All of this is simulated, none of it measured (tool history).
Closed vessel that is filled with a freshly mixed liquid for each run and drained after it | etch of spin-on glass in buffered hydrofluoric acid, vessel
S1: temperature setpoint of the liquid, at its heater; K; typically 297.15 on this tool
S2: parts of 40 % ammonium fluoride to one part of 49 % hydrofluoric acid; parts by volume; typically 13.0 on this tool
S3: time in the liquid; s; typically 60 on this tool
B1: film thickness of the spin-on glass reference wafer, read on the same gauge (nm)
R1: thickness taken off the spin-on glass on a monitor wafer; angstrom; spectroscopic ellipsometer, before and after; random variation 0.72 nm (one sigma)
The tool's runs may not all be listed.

{"run": 1, "hour": 0.0, "S1": 297.15, "S2": 13.0, "S3": 60, "B1": 150.01, "R1": 1818.5}
{"run": 2, "hour": 15.4, "S1": 297.15, "S2": 13.0, "S3": 60, "B1": 149.99, "R1": 1810.6}
{"run": 3, "hour": 29.9, "S1": 294.15, "S2": 13.0, "S3": 60, "B1": 150.01, "R1": 1546.2}
{"run": 4, "hour": 44.9, "S1": 297.15, "S2": 13.0, "S3": 85, "B1": 149.95, "R1": 2581.4}
{"run": 5, "hour": 61.7, "S1": 297.15, "S2": 13.0, "S3": 85, "B1": 150.0, "R1": 2590.9}
{"hour": 69.9, "done": "hydrofluoric acid flow meter replaced"}
{"run": 6, "hour": 71.6, "S1": 297.15, "S2": 13.0, "S3": 85, "B1": 149.99, "R1": 2594.8}
{"run": 7, "hour": 83.3, "S1": 297.15, "S2": 15.0, "S3": 60, "B1": 149.98, "R1": 1598.9}
{"run": 8, "hour": 97.2, "S1": 300.65, "S2": 13.0, "S3": 60, "B1": 150.01, "R1": 2218.9}
{"hour": 104.3, "done": "gauge calibrated"}
{"run": 9, "hour": 105.9, "S1": 297.15, "S2": 13.0, "S3": 60, "B1": 149.97, "R1": 1845.7}
{"run": 10, "hour": 150.9, "S1": 300.15, "S2": 9.0, "S3": 40, "B1": 150.0, "R1": 2001.5}
{"hour": 155.6, "done": "thermometer replaced"}
{"run": 11, "hour": 157.1, "S1": 297.15, "S2": 13.0, "S3": 75, "B1": 150.02, "R1": 2098.5}
{"run": 12, "hour": 173.5, "S1": 297.15, "S2": 13.0, "S3": 30, "B1": 150.0, "R1": 839.6}
{"run": 13, "hour": 180.4, "S1": 299.65, "S2": 10.0, "S3": 30, "B1": 150.01, "R1": 1236.2}
{"run": 14, "hour": 188.2, "S1": 300.15, "S2": 9.5, "S3": 40, "B1": 150.0, "R1": 1751.4}
{"run": 15, "hour": 195.5, "S1": 297.15, "S2": 13.0, "S3": 60, "B1": 150.0, "R1": 1681.5}

How would selected steps in R1 from run to run divide? Give the signed amount a tool lacking its hidden state would still show from settings, what came in and random variation, and the signed amount left for the hidden state, including any gauge scatter that is not in both of the compared results.
Hidden conditions of the tool in this case: liquid hotter than its thermometer reads (K); hydrofluoric acid flow below the setpoint (%); gauge reads high (%).
Run 10 -> 11: S1 300.15 -> 297.15, S2 9.0 -> 13.0, S3 40 -> 75, thermometer replaced. R1 +97.0 angstrom: hidden state -184.8, all else +281.8.
Run 11 -> 12: S3 75 -> 30. R1 -1258.9 angstrom: hidden state -34.4, all else -1224.5.
